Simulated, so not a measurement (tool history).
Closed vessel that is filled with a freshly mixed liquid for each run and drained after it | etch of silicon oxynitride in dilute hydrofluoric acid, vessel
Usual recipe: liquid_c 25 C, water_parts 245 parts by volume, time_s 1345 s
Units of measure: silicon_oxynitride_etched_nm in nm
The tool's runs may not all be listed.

| run | hour | liquid_c | water_parts | time_s | wafers since the last listed run | hours since the thermometer was replaced | hours since the hydrofluoric acid flow meter was replaced | hours since the gauge calibration | read-back film thickness of the silicon oxynitride reference wafer, read on the same gauge (nm) | silicon_oxynitride_etched_nm |
|---|---|---|---|---|---|---|---|---|---|---|
| 1 | 0 | 25 | 245 | 1345 | 0 | 1080.6 | 1641.4 | 155.1 | 50.05 | 25.65 |
| 2 | 28.3 | 25 | 245 | 1345 | 1174 | 1108.9 | 1669.7 | 183.4 | 50.01 | 25.49 |
| 3 | 64 | 25 | 245 | 1345 | 1481 | 1144.6 | 1705.4 | 219.1 | 49.99 | 25.59 |
| 4 | 82.9 | 25 | 245 | 1345 | 784 | 1163.5 | 1724.3 | 238 | 50.03 | 25.65 |
| 5 | 145.2 | 25 | 245 | 1935 | 2585 | 1225.8 | 1786.6 | 300.3 | 50.02 | 36.94 |
|  | 172.2 | gauge calibrated |
| 6 | 175.5 | 25 | 245 | 1935 | 1257 | 1256.1 | 1816.9 | 3.3 | 49.99 | 37.24 |
| 7 | 189.9 | 25 | 245 | 1935 | 597 | 1270.5 | 1831.3 | 17.7 | 50.02 | 37.2 |
|  | 211 | thermometer replaced |
| 8 | 214.4 | 25 | 245 | 1345 | 975 | 3.4 | 1855.8 | 42.2 | 50.01 | 24 |
| 9 | 229.4 | 25 | 245 | 1345 | 622 | 18.4 | 1870.8 | 57.2 | 50 | 24.15 |
| 10 | 245.6 | 25 | 245 | 1345 | 672 | 34.6 | 1887 | 73.4 | 50 | 24.24 |
|  | 272.3 | hydrofluoric acid flow meter replaced |
| 11 | 275.5 | 22 | 135 | 860 | 1199 | 64.5 | 3.2 | 103.3 | 50.02 | 26.75 |
| 12 | 366.7 | 22.5 | 190 | 1765 | 3784 | 155.7 | 94.4 | 194.5 | 50 | 38.22 |
| 13 | 401.3 | 22 | 345 | 1345 | 1435 | 190.3 | 129 | 229.1 | 50 | 14.13 |
| 14 | 418.2 | 25 | 245 | 1935 | 701 | 207.2 | 145.9 | 246 | 50 | 35.16 |
| 15 | 438.9 | 25 | 245 | 1345 | 859 | 227.9 | 166.6 | 266.7 | 49.99 | 24.49 |
|  | 456.6 | gauge calibrated |
| 16 | 456.9 | 25 | 305 | 1345 | 746 | 245.9 | 184.6 | 0.3 | 50.01 | 18.84 |
| 17 | 483.4 | 25 | 180 | 1755 | 1099 | 272.4 | 211.1 | 26.8 | 49.99 | 45.45 |
| 18 | 509.8 | 25 | 245 | 835 | 1095 | 298.8 | 237.5 | 53.2 | 49.98 | 15.25 |
| 19 | 525.6 | 23.5 | 330 | 1915 | 655 | 314.6 | 253.3 | 69 | 50 | 22.79 |
| 20 | 550.8 | 23 | 130 | 1970 | 1045 | 339.8 | 278.5 | 94.2 | 49.99 | 68.12 |

The tool's hidden state at each run:
hydrofluoric acid flow above the setpoint (%): 0 at every run
gauge reads high (%): 0 at every run
H1: liquid hotter than its thermometer reads (K)
| run | H1 |
|---|---|
| 1 | 1.61 |
| 2 | 1.66 |
| 3 | 1.71 |
| 4 | 1.74 |
| 5 | 1.83 |
| 6 | 1.88 |
| 7 | 1.9 |
| 8 | 0.267 |
| 9 | 0.29 |
| 10 | 0.314 |
| 11 | 0.358 |
| 12 | 0.494 |
| 13 | 0.546 |
| 14 | 0.571 |
| 15 | 0.602 |
| 16 | 0.629 |
| 17 | 0.668 |
| 18 | 0.708 |
| 19 | 0.731 |
| 20 | 0.769 |

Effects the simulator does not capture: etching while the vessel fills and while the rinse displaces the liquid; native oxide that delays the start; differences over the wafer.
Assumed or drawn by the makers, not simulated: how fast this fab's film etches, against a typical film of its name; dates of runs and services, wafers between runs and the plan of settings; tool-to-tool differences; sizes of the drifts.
